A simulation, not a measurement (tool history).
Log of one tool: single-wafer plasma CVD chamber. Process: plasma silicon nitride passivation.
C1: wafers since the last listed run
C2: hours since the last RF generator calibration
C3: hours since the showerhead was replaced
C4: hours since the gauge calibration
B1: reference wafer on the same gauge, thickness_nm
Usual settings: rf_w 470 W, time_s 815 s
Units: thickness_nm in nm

run 1 hour=0.0 | rf_w=470 time_s=815 | C1=0 C2=643.8 C3=4272.4 C4=99.7 | B1=1240.382 | thickness_nm=1176.162
run 2 hour=16.8 | rf_w=470 time_s=929 | C1=49 C2=660.6 C3=4289.2 C4=116.5 | B1=1240.023 | thickness_nm=1340.906
run 3 hour=32.5 | rf_w=470 time_s=815 | C1=46 C2=676.3 C3=4304.9 C4=132.2 | B1=1240.173 | thickness_nm=1168.813
run 4 hour=49.6 | rf_w=470 time_s=815 | C1=50 C2=693.4 C3=4322.0 C4=149.3 | B1=1240.303 | thickness_nm=1167.784
-- hour=83.4 showerhead replaced
run 5 hour=84.4 | rf_w=415 time_s=815 | C1=78 C2=728.2 C3=1.0 C4=184.1 | B1=1239.897 | thickness_nm=1121.123
run 6 hour=93.7 | rf_w=415 time_s=815 | C1=27 C2=737.5 C3=10.3 C4=193.4 | B1=1239.972 | thickness_nm=1122.986
run 7 hour=100.9 | rf_w=415 time_s=815 | C1=21 C2=744.7 C3=17.5 C4=200.6 | B1=1240.052 | thickness_nm=1123.455
run 8 hour=113.0 | rf_w=470 time_s=815 | C1=35 C2=756.8 C3=29.6 C4=212.7 | B1=1240.011 | thickness_nm=1164.434
run 9 hour=125.7 | rf_w=470 time_s=815 | C1=37 C2=769.5 C3=42.3 C4=225.4 | B1=1239.884 | thickness_nm=1171.001
run 10 hour=134.8 | rf_w=515 time_s=654 | C1=26 C2=778.6 C3=51.4 C4=234.5 | B1=1240.101 | thickness_nm=965.689
-- hour=151.7 RF generator calibrated
run 11 hour=152.2 | rf_w=410 time_s=815 | C1=27 C2=0.5 C3=68.8 C4=251.9 | B1=1239.587 | thickness_nm=1138.800
run 12 hour=159.5 | rf_w=440 time_s=670 | C1=21 C2=7.8 C3=76.1 C4=259.2 | B1=1240.445 | thickness_nm=957.001
-- hour=166.5 gauge calibrated
run 13 hour=177.3 | rf_w=525 time_s=815 | C1=52 C2=25.6 C3=93.9 C4=10.8 | B1=1240.094 | thickness_nm=1238.208
run 14 hour=185.5 | rf_w=500 time_s=815 | C1=24 C2=33.8 C3=102.1 C4=19.0 | B1=1239.450 | thickness_nm=1215.371
run 15 hour=195.7 | rf_w=550 time_s=751 | C1=30 C2=44.0 C3=112.3 C4=29.2 | B1=1239.627 | thickness_nm=1156.617
run 16 hour=206.5 | rf_w=515 time_s=899 | C1=31 C2=54.8 C3=123.1 C4=40.0 | B1=1240.499 | thickness_nm=1354.427
run 17 hour=214.3 | rf_w=470 time_s=815 | C1=22 C2=62.6 C3=130.9 C4=47.8 | B1=1240.393 | thickness_nm=1189.479
run 18 hour=224.5 | rf_w=470 time_s=727 | C1=30 C2=72.8 C3=141.1 C4=58.0 | B1=1239.956 | thickness_nm=1060.058
run 19 hour=271.3 | rf_w=470 time_s=815 | C1=137 C2=119.6 C3=187.9 C4=104.8 | B1=1239.782 | thickness_nm=1185.456

How the hidden state differs across the entries between the runs, from the last listed run before each to the first after it:
Between runs 4 and 5: showerhead replaced (hour 83.4)
  delivered RF power above the setpoint (%): -6.7 -> -7.03
  measured less the result without the state, thickness_nm: -27.488 -> -27.742 nm
Between runs 10 and 11: RF generator calibrated (hour 151.7)
  delivered RF power above the setpoint (%): -7.5 -> -1.75
  measured less the result without the state, thickness_nm: -25.593 -> -6.745 nm
Between runs 12 and 13: gauge calibrated (hour 166.5)
  delivered RF power above the setpoint (%): -1.82 -> -1.99
  measured less the result without the state, thickness_nm: -5.893 -> -8.333 nm

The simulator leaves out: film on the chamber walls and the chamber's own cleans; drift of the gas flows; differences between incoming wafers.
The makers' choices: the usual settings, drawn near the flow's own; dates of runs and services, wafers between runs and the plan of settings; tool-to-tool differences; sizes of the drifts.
